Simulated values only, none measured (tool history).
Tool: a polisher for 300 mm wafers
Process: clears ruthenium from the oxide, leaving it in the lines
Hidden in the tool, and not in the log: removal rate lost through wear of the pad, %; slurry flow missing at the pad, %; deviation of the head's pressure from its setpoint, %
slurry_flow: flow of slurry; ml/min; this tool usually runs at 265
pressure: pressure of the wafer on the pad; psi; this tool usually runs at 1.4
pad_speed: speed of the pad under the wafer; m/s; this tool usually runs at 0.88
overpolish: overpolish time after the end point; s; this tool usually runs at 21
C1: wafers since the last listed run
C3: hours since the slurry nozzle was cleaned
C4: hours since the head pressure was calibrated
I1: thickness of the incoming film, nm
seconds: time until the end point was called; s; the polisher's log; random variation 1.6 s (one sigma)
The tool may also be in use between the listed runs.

run 1 day=0.000 | slurry_flow=265 pressure=1.4 pad_speed=0.88 overpolish=17 | C1=0 wafers_polished_on_this_pad=554 C3=196.0 C4=131.6 | I1=105.2 | seconds=195.6
run 2 day=3.238 | slurry_flow=265 pressure=1.4 pad_speed=0.88 overpolish=21 | C1=437 wafers_polished_on_this_pad=992 C3=273.7 C4=209.3 | I1=104.9 | seconds=199.6
-- day=5.167 worn pad replaced by a new one
run 3 day=7.012 | slurry_flow=265 pressure=1.4 pad_speed=0.88 overpolish=21 | C1=487 wafers_polished_on_this_pad=249 C3=364.3 C4=299.9 | I1=103.3 | seconds=204.6
run 4 day=10.267 | slurry_flow=265 pressure=1.4 pad_speed=0.88 overpolish=21 | C1=439 wafers_polished_on_this_pad=689 C3=442.4 C4=378.0 | I1=105.7 | seconds=213.2
-- day=12.404 slurry nozzle cleaned
-- day=14.354 worn pad replaced by a new one
run 5 day=14.408 | slurry_flow=265 pressure=1.4 pad_speed=0.88 overpolish=21 | C1=531 wafers_polished_on_this_pad=7 C3=48.1 C4=477.4 | I1=105.3 | seconds=210.8
-- day=14.846 head pressure recalibrated
run 6 day=17.738 | slurry_flow=265 pressure=1.4 pad_speed=0.88 overpolish=21 | C1=438 wafers_polished_on_this_pad=445 C3=128.0 C4=69.4 | I1=102.8 | seconds=192.1
run 7 day=19.346 | slurry_flow=265 pressure=1.4 pad_speed=0.88 overpolish=16 | C1=217 wafers_polished_on_this_pad=663 C3=166.6 C4=108.0 | I1=106.5 | seconds=198.9
-- day=21.521 worn pad replaced by a new one
run 8 day=22.596 | slurry_flow=225 pressure=0.9 pad_speed=0.88 overpolish=21 | C1=416 wafers_polished_on_this_pad=145 C3=244.6 C4=186.0 | I1=104.7 | seconds=321.8
run 9 day=24.721 | slurry_flow=225 pressure=1.4 pad_speed=0.88 overpolish=27 | C1=287 wafers_polished_on_this_pad=432 C3=295.6 C4=237.0 | I1=103.0 | seconds=205.9
run 10 day=27.100 | slurry_flow=265 pressure=1.4 pad_speed=0.66 overpolish=21 | C1=321 wafers_polished_on_this_pad=753 C3=352.7 C4=294.1 | I1=105.2 | seconds=279.7
-- day=30.062 worn pad replaced by a new one
-- day=31.417 head pressure recalibrated
run 11 day=31.438 | slurry_flow=265 pressure=1.4 pad_speed=0.88 overpolish=21 | C1=552 wafers_polished_on_this_pad=174 C3=456.8 C4=0.5 | I1=104.5 | seconds=197.8
run 12 day=33.704 | slurry_flow=220 pressure=1.4 pad_speed=0.88 overpolish=21 | C1=306 wafers_polished_on_this_pad=480 C3=511.2 C4=54.9 | I1=104.7 | seconds=210.6
-- day=34.296 slurry nozzle cleaned
run 13 day=36.271 | slurry_flow=265 pressure=1.4 pad_speed=0.88 overpolish=21 | C1=341 wafers_polished_on_this_pad=821 C3=47.4 C4=116.5 | I1=105.5 | seconds=200.2
-- day=37.438 worn pad replaced by a new one
run 14 day=38.129 | slurry_flow=230 pressure=1.6 pad_speed=0.98 overpolish=14 | C1=228 wafers_polished_on_this_pad=93 C3=92.0 C4=161.1 | I1=105.9 | seconds=160.6
run 15 day=40.542 | slurry_flow=265 pressure=1.4 pad_speed=0.88 overpolish=21 | C1=325 wafers_polished_on_this_pad=419 C3=149.9 C4=219.0 | I1=105.7 | seconds=204.6

Below, each run's measurement less what the same run would have read without the hidden state. Both values contain the same run-to-run variation, but the gauge's scatter may not be the same in both:
run=1 seconds=+6.1
run=2 seconds=+10.8
run=3 seconds=+17.2
run=4 seconds=+24.3
run=5 seconds=+21.1
run=6 seconds=+5.4
run=7 seconds=+7.6
run=8 seconds=+19.9
run=9 seconds=+16.0
run=10 seconds=+26.2
run=11 seconds=+8.9
run=12 seconds=+17.8
run=13 seconds=+6.2
run=14 seconds=+6.8
run=15 seconds=+11.4

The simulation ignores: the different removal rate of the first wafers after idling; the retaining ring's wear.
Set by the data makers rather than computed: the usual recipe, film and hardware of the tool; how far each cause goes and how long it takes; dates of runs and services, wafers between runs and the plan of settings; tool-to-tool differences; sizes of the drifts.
